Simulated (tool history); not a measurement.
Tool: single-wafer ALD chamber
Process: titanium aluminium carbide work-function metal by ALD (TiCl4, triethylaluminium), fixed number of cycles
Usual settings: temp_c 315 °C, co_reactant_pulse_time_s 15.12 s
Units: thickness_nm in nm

run,day,temp_c,co_reactant_pulse_time_s,wafers since the last listed run,hours since the last thermocouple change,hours since the last triethylaluminium bottle change,hours since the showerhead was replaced,hours since the gauge calibration,"read-back reference wafer on the same gauge, thickness_nm",thickness_nm
1,0,315,17.47,0,2217.4,304.9,2710.2,670.4,2.091,2.272
2,2.767,315,16.8,786,2283.8,371.3,2776.6,736.8,2.089,2.245
3,7.088,315,16.8,1228,2387.5,475,2880.3,840.5,2.088,2.233
4,8.958,315,16.8,531,2432.4,519.9,2925.2,885.4,2.088,2.23
5,11.233,315,15.12,646,2487,574.5,2979.8,940,2.091,2.189
6,13.792,315,15.12,727,2548.4,635.9,3041.2,1001.4,2.091,2.17
7,16.367,315,15.12,732,2610.2,697.7,3103,1063.2,2.091,2.165
8,19.117,315,15.12,781,2676.2,763.7,3169,1129.2,2.09,2.157
# day 20.775: gauge calibrated
9,21.121,315,15.12,569,2724.3,811.8,3217.1,8.3,2.09,2.152
10,24.375,315,15.12,925,2802.4,889.9,3295.2,86.4,2.093,2.131
11,27.967,315,12.37,1021,2888.6,976.1,3381.4,172.6,2.092,2.021
12,31.6,302,11.93,1033,2975.8,1063.3,3468.6,259.8,2.092,1.878
# day 32.65: triethylaluminium bottle replaced
13,34.542,315,15.12,741,3046.4,45.4,3539.2,330.4,2.09,2.275
# day 35.996: thermocouple changed; heater temperature recalibrated
14,38.783,306,19.82,1111,66.9,147.2,3641,432.2,2.088,2.218
15,44.15,325,15.12,1525,195.7,276,3769.8,561,2.088,2.335
16,46.079,306,15.12,548,242,322.3,3816.1,607.3,2.091,2.164
# day 46.967: showerhead replaced, of another model than before
17,49.625,327,11.95,913,327.1,407.4,63.8,692.4,2.09,1.936
18,53.117,315,15.12,992,410.9,491.2,147.6,776.2,2.089,2.109
19,56.558,311,10.54,978,493.5,573.8,230.2,858.8,2.089,1.434
20,59.95,309,15.12,964,574.9,655.2,311.6,940.2,2.091,1.979
21,62.838,315,15.12,821,644.2,724.5,380.9,1009.5,2.09,1.991
22,64.7,304,10.42,529,688.9,769.2,425.6,1054.2,2.089,1.249

Hidden state or all else? Some run-to-run changes of thickness_nm, split into what the settings, what came in and random variation would give without the hidden state, and what is left for the hidden state (with any gauge scatter that isn't in both results):
The hidden state here: wafer temperature above the value expected at the setpoint (K); triethylaluminium dose above that of a fresh bottle (%); gauge reads high (%).
Run 18 -> 19: temp_c 315 -> 311, co_reactant_pulse_time_s 15.12 -> 10.54. thickness_nm -0.675 nm: hidden state -0.425, all else -0.25.
Run 21 -> 22: temp_c 315 -> 304, co_reactant_pulse_time_s 15.12 -> 10.42. thickness_nm -0.742 nm: hidden state -0.432, all else -0.31.
